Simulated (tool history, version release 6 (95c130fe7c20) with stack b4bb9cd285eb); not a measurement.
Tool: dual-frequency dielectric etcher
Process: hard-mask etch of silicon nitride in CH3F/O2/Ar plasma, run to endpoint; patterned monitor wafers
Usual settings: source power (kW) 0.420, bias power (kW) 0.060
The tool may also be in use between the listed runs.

run,hour,source power (kW),bias power (kW),"incoming incoming film thickness, nm",endpoint time (s)
1,0.0,0.420,0.060,44.02,66.4
# hour 50.5: wet clean of the chamber
2,51.0,0.420,0.060,44.50,65.3
3,67.4,0.420,0.060,43.97,65.0
4,106.5,0.420,0.048,43.88,68.2
5,148.8,0.420,0.048,43.75,67.7
6,197.4,0.420,0.060,44.17,65.2
7,231.1,0.420,0.060,44.02,65.6
8,257.7,0.420,0.064,44.57,64.5
9,323.5,0.420,0.064,44.03,64.7
10,387.1,0.420,0.064,43.48,64.3
11,432.9,0.420,0.060,43.97,65.7
12,503.8,0.420,0.055,44.29,67.9
13,538.8,0.420,0.060,43.78,65.7
# hour 566.7: wet clean of the chamber
# hour 633.0: upper electrode replaced
14,633.5,0.350,0.060,43.89,65.3
15,656.9,0.420,0.065,43.99,59.6
16,764.0,0.420,0.065,44.22,60.0
# hour 825.1: source power generator calibrated
17,867.2,0.450,0.049,43.62,61.9
18,898.4,0.420,0.060,44.16,61.5
# hour 960.4: wet clean of the chamber, repeated, since the last time left the tool worse
19,967.8,0.460,0.047,43.96,65.8
20,1066.8,0.420,0.060,43.80,65.0
21,1092.0,0.450,0.049,43.76,65.6
22,1140.1,0.420,0.060,44.25,65.4
23,1177.3,0.360,0.067,44.34,69.2
24,1204.7,0.350,0.073,44.09,67.3
# hour 1232.9: bias power generator calibrated
25,1233.4,0.420,0.060,43.96,65.9
26,1261.8,0.370,0.072,44.36,66.1
27,1307.0,0.420,0.064,43.77,64.2
28,1375.1,0.470,0.054,44.07,64.9
29,1402.9,0.380,0.067,43.69,67.4
30,1457.8,0.460,0.060,43.90,64.0
31,1512.8,0.490,0.047,44.06,66.2
# hour 1572.4: wet clean of the chamber
32,1572.9,0.330,0.052,43.80,74.3
33,1587.8,0.480,0.072,44.00,58.9

3 ways to go on from here, each from the tool as it stands after run 33. What would each give?
A,1588.2,0.420,0.060,43.88,?
B,1588.2,0.370,0.050,43.88,?
C,1588.2,0.420,0.072,43.88,?

run,endpoint time (s)
A,64.1
B,71.0
C,61.1
Without the tool's hidden state the same runs would have given:
run,endpoint time (s)
A,63.9
B,70.8
C,60.9
